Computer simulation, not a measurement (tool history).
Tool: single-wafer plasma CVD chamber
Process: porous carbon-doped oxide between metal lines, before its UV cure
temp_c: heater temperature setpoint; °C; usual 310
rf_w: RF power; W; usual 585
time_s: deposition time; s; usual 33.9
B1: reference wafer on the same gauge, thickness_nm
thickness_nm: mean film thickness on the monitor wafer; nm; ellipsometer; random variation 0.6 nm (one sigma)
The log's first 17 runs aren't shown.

{"run": 18, "hour": 496.5, "temp_c": 324, "rf_w": 585, "time_s": 32.1, "B1": 167.982, "thickness_nm": 161.243}
{"hour": 519.7, "done": "RF generator calibrated"}
{"run": 19, "hour": 520.2, "temp_c": 303, "rf_w": 490, "time_s": 33.9, "B1": 167.919, "thickness_nm": 172.65}
{"run": 20, "hour": 535.0, "temp_c": 323, "rf_w": 495, "time_s": 31.2, "B1": 168.001, "thickness_nm": 145.554}
{"run": 21, "hour": 563.5, "temp_c": 322, "rf_w": 585, "time_s": 38.9, "B1": 168.067, "thickness_nm": 194.05}
{"run": 22, "hour": 591.7, "temp_c": 310, "rf_w": 500, "time_s": 29.8, "B1": 167.982, "thickness_nm": 148.439}
{"run": 23, "hour": 616.4, "temp_c": 298, "rf_w": 585, "time_s": 33.9, "B1": 167.979, "thickness_nm": 191.217}
{"run": 24, "hour": 631.5, "temp_c": 299, "rf_w": 585, "time_s": 35.9, "B1": 168.009, "thickness_nm": 200.171}
{"run": 25, "hour": 645.9, "temp_c": 304, "rf_w": 585, "time_s": 28.3, "B1": 167.93, "thickness_nm": 154.185}
{"run": 26, "hour": 673.0, "temp_c": 323, "rf_w": 470, "time_s": 33.9, "B1": 168.032, "thickness_nm": 153.66}
{"run": 27, "hour": 705.4, "temp_c": 310, "rf_w": 585, "time_s": 33.9, "B1": 167.99, "thickness_nm": 178.568}
{"run": 28, "hour": 723.0, "temp_c": 316, "rf_w": 585, "time_s": 36.4, "B1": 168.127, "thickness_nm": 186.144}
{"run": 29, "hour": 738.9, "temp_c": 310, "rf_w": 585, "time_s": 33.9, "B1": 167.907, "thickness_nm": 179.168}
{"run": 30, "hour": 844.9, "temp_c": 299, "rf_w": 635, "time_s": 30.5, "B1": 167.889, "thickness_nm": 176.299}
{"run": 31, "hour": 933.2, "temp_c": 310, "rf_w": 585, "time_s": 33.9, "B1": 168.043, "thickness_nm": 177.841}
{"run": 32, "hour": 962.4, "temp_c": 310, "rf_w": 585, "time_s": 33.9, "B1": 167.849, "thickness_nm": 178.476}
{"run": 33, "hour": 991.8, "temp_c": 310, "rf_w": 585, "time_s": 33.9, "B1": 167.979, "thickness_nm": 177.618}
{"run": 34, "hour": 1016.9, "temp_c": 299, "rf_w": 485, "time_s": 36.9, "B1": 167.93, "thickness_nm": 188.23}

4 ways to go on from here, each from the tool as it stands after run 34. What would each give?
{"run": "A", "hour": 1017.3, "temp_c": 310, "rf_w": 585, "time_s": 33.9, "B1": "?", "thickness_nm": "?"}
{"run": "B", "hour": 1017.3, "temp_c": 301, "rf_w": 700, "time_s": 27.4, "B1": "?", "thickness_nm": "?"}
{"run": "C", "hour": 1017.3, "temp_c": 317, "rf_w": 470, "time_s": 33.9, "B1": "?", "thickness_nm": "?"}
{"run": "D", "hour": 1017.3, "temp_c": 310, "rf_w": 585, "time_s": 30, "B1": "?", "thickness_nm": "?"}

run=A B1=168.035 thickness_nm=177.363
run=B B1=168.035 thickness_nm=162.765
run=C B1=168.035 thickness_nm=157.071
run=D B1=168.035 thickness_nm=157.515
Without the tool's hidden state the same runs would have given:
run=A thickness_nm=179.894
run=B thickness_nm=165.219
run=C thickness_nm=159.266
run=D thickness_nm=159.763

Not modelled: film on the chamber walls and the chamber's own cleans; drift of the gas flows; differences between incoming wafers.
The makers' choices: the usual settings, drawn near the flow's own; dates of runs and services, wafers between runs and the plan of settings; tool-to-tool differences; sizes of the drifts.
